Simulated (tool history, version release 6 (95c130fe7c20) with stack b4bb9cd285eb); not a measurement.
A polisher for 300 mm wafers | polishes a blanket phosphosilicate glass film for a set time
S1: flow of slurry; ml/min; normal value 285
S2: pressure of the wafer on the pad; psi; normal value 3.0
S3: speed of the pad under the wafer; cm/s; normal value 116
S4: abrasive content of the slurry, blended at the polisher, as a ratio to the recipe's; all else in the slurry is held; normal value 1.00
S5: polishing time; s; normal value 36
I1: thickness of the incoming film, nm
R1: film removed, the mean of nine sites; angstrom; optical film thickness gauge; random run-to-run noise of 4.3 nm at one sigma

run    hour   S1   S2   S3    S4  S5      I1    R1
  1     0.0  285  3.0  116  1.00  36  4334.4  2808
       47.4  -- worn pad replaced by a new one
  2    47.9  285  3.0  116  1.00  36  4339.5  2687
      105.4  -- conditioning disc replaced and pad reconditioned
  3   105.9  285  3.0  116  1.00  36  4367.2  2544
  4   159.9  285  3.0  116  1.00  36  4339.4  2536
      209.6  -- slurry blender recalibrated
      265.0  -- slurry nozzle cleaned
      319.1  -- worn pad replaced by a new one
  5   352.6  285  3.0  116  1.25  36  4355.0  3054
  6   394.9  285  3.0  116  1.25  36  4349.6  2934
      419.4  -- conditioning disc replaced and pad reconditioned
  7   452.2  285  3.0  116  1.25  36  4353.7  2820
  8   492.7  285  3.0  116  1.00  36  4361.9  2302
  9   534.8  285  3.0  116  1.00  36  4411.9  2253
      605.9  -- worn pad replaced by a new one
      661.3  -- slurry blender recalibrated
 10   695.0  285  3.0  116  1.00  36  4381.3  2602
      720.3  -- conditioning disc replaced and pad reconditioned
 11   732.5  285  3.0  116  1.00  36  4348.4  2618
      782.3  -- slurry nozzle cleaned
 12   796.2  285  3.0  116  1.00  36  4288.8  2537
 13   822.3  350  3.0   96  1.00  31  4332.0  1862
 14   861.7  285  3.0  116  1.00  36  4328.8  2403
      895.4  -- worn pad replaced by a new one
 15   899.9  285  3.0  116  1.00  36  4382.0  2407
      970.2  -- head pressure recalibrated
 16   970.5  285  3.0  116  1.00  36  4329.9  2559
     1021.5  -- conditioning disc replaced and pad reconditioned
 17  1029.4  285  3.0  116  1.00  46  4389.4  3149
     1054.1  -- slurry blender recalibrated
 18  1079.0  285  3.0  116  1.00  36  4408.0  2906
 19  1123.2  285  3.0  116  1.15  36  4352.6  3111
 20  1176.6  285  3.7  134  1.00  36  4392.2  3760
     1198.2  -- worn pad replaced by a new one
 21  1240.7  285  3.4  116  1.00  47  4358.1  3939
     1264.8  -- conditioning disc replaced and pad reconditioned
 22  1281.1  285  3.7  116  0.80  36  4302.2  2562
 23  1338.4  285  3.0  116  1.00  36  4351.3  2496
     1376.0  -- slurry nozzle cleaned
 24  1376.5  285  2.2   98  1.00  45  4332.7  1939

The tool's hidden state at each run:
removal rate lost through wear of the pad, %: 0 at every run
slurry flow missing at the pad, %: 0 at every run
time polished since the conditioner stopped cutting, s: 0 at every run
H1: deviation of the head's pressure from its setpoint, %
H2: abrasive missing from the slurry, %
run      H1    H2
  1    -2.1   7.3
  2   -2.59  9.45
  3   -3.18  12.1
  4   -3.74  14.5
  5   -5.72  9.85
  6   -6.15  11.8
  7   -6.74  14.3
  8   -7.15  16.2
  9   -7.59  18.1
 10   -9.23  1.71
 11   -9.61   3.4
 12   -10.3  6.27
 13   -10.5  7.44
 14   -10.9  9.22
 15   -11.3  10.9
 16  -0.188  14.1
 17  -0.792  16.8
 18    -1.3  1.53
 19   -1.75  3.53
 20    -2.3  5.93
 21   -2.96  8.82
 22   -3.37  10.6
 23   -3.96  13.2
 24   -4.35  14.9
